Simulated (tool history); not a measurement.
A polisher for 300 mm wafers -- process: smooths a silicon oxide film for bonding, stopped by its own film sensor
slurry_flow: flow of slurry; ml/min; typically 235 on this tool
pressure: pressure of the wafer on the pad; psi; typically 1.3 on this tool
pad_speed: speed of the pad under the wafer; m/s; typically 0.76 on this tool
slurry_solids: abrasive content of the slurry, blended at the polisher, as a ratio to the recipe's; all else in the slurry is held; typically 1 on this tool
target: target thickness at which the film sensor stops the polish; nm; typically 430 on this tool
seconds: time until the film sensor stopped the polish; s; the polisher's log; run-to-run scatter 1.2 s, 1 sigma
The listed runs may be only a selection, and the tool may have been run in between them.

run,hour,slurry_flow,pressure,pad_speed,slurry_solids,target,wafers since the last listed run,wafers polished on this pad,hours since the slurry nozzle was cleaned,hours since the head pressure was calibrated,hours since the slurry blender was calibrated,"incoming thickness of the incoming film, nm",seconds
1,0,235,1.3,0.76,1,430,0,470,98.5,826.4,196.7,456.5,59.2
2,23.3,235,1.1,0.76,1,430,277,748,121.8,849.7,220,457.3,67.9
3,45.7,235,1.3,0.76,1,430,267,1015,144.2,872.1,242.4,464.5,82.5
4,61.1,235,1.3,0.9,1,430,183,1199,159.6,887.5,257.8,459.9,66.1
# hour 67: worn pad replaced by a new one
5,152.5,175,1.3,0.76,1,428,1042,1019,251,978.9,349.2,461.6,84.1
# hour 167.5: worn pad replaced by a new one
# hour 176: slurry blender recalibrated
6,242.9,175,1.3,0.76,1,428,1006,875,341.4,1069.3,66.9,453,59.5
7,262.7,235,1.3,0.76,1,430,236,1111,361.2,1089.1,86.7,453.3,55.7
# hour 281.6: worn pad replaced by a new one, of another model than before
8,298.7,235,1.3,0.76,1,430,381,203,397.2,1125.1,122.7,458.1,63.1
9,326.5,235,1.3,0.76,1,430,331,535,425,1152.9,150.5,459.4,65.1
# hour 344.7: head pressure recalibrated
# hour 390: worn pad replaced by a new one
# hour 402.5: slurry nozzle cleaned
10,404.6,235,1.3,0.64,1,430,847,161,2.1,59.9,228.6,455.4,59.2
11,422.2,295,1.5,0.68,1.1,430,209,371,19.7,77.5,246.2,456.3,50.7
12,457.3,260,1.3,0.76,1,430,418,790,54.8,112.6,281.3,458.3,64.5
13,478.1,235,1.3,0.76,1.1,430,248,1038,75.6,133.4,302.1,460.8,69
# hour 484.5: worn pad replaced by a new one
14,504,235,1.3,0.76,1,430,261,232,101.5,159.3,328,463,73.5
15,532.3,300,1.8,0.76,1,430,337,570,129.8,187.6,356.3,458.7,51
16,554,235,1.3,0.76,0.85,430,258,829,151.5,209.3,378,463.2,87.4

Below are 4 alternative next runs, each starting from the tool's condition after run 16. Predict each:
A,554.4,235,1.3,0.76,1,430,4,833,151.9,209.7,378.4,458.1,?
B,554.4,235,1,0.76,1,425,4,833,151.9,209.7,378.4,458.1,?
C,554.4,235,1,0.88,1,430,4,833,151.9,209.7,378.4,458.1,?
D,554.4,235,1.3,0.92,0.85,430,4,833,151.9,209.7,378.4,458.1,?

run,seconds
A,66.1
B,88.5
C,71.8
D,68.8
With the hidden condition removed and each run's random variation left untouched, the same runs would have given:
run,seconds
A,60.9
B,81.6
C,66.2
D,63.5

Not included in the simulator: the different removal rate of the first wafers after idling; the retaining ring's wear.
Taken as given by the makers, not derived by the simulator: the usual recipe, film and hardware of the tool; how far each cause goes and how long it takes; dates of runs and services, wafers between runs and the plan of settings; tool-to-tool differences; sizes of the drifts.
